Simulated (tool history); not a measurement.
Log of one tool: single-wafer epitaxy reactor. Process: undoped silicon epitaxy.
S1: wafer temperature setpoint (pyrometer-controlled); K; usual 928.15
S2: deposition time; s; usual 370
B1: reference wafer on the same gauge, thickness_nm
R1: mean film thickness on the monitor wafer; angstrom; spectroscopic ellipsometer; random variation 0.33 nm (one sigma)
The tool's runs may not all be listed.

| run | hour | S1 | S2 | B1 | R1 |
|---|---|---|---|---|---|
| 1 | 0 | 925.15 | 370 | 70.388 | 644.63 |
| 2 | 25.6 | 928.15 | 370 | 70.616 | 694.03 |
| 3 | 48.3 | 932.15 | 343 | 70.583 | 718.07 |
| 4 | 77.8 | 932.15 | 343 | 70.784 | 715.57 |
| 5 | 108.2 | 928.15 | 370 | 70.655 | 702.77 |
| 6 | 123.2 | 928.15 | 370 | 70.706 | 700.23 |
| 7 | 154.7 | 928.15 | 370 | 70.756 | 700.49 |
| 8 | 184.5 | 928.15 | 395 | 70.788 | 745.39 |
| 9 | 213 | 928.15 | 395 | 71.019 | 747.06 |
| 10 | 239.3 | 928.15 | 370 | 71.092 | 699.74 |
| 11 | 258 | 928.15 | 370 | 71.149 | 702.08 |
| 12 | 290.9 | 928.15 | 370 | 71.128 | 699.86 |
| 13 | 313.9 | 928.15 | 370 | 71.234 | 709.86 |
| 14 | 345.4 | 928.15 | 370 | 71.365 | 705.29 |
| 15 | 364.7 | 928.15 | 370 | 71.343 | 708.74 |
|  | 382.5 | pyrometer calibrated |
| 16 | 399.7 | 928.15 | 392 | 71.544 | 750.69 |
| 17 | 447.1 | 928.15 | 392 | 71.632 | 744.33 |
| 18 | 467 | 928.15 | 392 | 71.664 | 749.46 |
| 19 | 500.1 | 937.15 | 370 | 71.867 | 883.74 |
| 20 | 519.3 | 937.15 | 370 | 72 | 884.8 |
| 21 | 537.2 | 937.15 | 370 | 71.869 | 879.99 |
| 22 | 566.1 | 928.15 | 370 | 72.085 | 711.77 |
| 23 | 596.9 | 939.15 | 335 | 72.141 | 842.69 |
| 24 | 623.1 | 918.15 | 438 | 72.344 | 656.47 |
| 25 | 647.1 | 928.15 | 370 | 72.485 | 715.02 |
| 26 | 675.4 | 938.15 | 390 | 72.487 | 963.82 |
| 27 | 694.6 | 923.15 | 419 | 72.642 | 718.26 |
| 28 | 716.2 | 936.15 | 321 | 72.619 | 753.91 |
| 29 | 741.6 | 921.15 | 370 | 72.884 | 607.26 |
| 30 | 765.3 | 936.15 | 305 | 72.872 | 718.93 |
|  | 776.8 | gauge calibrated |
| 31 | 786.9 | 928.15 | 392 | 70.824 | 737.14 |
| 32 | 812.2 | 928.15 | 370 | 70.872 | 697.1 |
| 33 | 867.8 | 928.15 | 406 | 70.829 | 770.94 |
| 34 | 898.5 | 928.15 | 370 | 70.805 | 699.37 |
| 35 | 912.5 | 928.15 | 370 | 70.785 | 704.44 |
| 36 | 928.5 | 928.15 | 346 | 70.717 | 649.73 |
| 37 | 957.4 | 934.15 | 434 | 70.915 | 946.4 |
| 38 | 1002.7 | 923.15 | 419 | 70.891 | 702.51 |

Forecast run 39:
| 39 | 1015.5 | 928.15 | 320 | ? | ? |

Run 39 gave B1 70.896, R1 609.58 angstrom.
Without the tool's hidden state the same run would have given R1 607.75 angstrom.

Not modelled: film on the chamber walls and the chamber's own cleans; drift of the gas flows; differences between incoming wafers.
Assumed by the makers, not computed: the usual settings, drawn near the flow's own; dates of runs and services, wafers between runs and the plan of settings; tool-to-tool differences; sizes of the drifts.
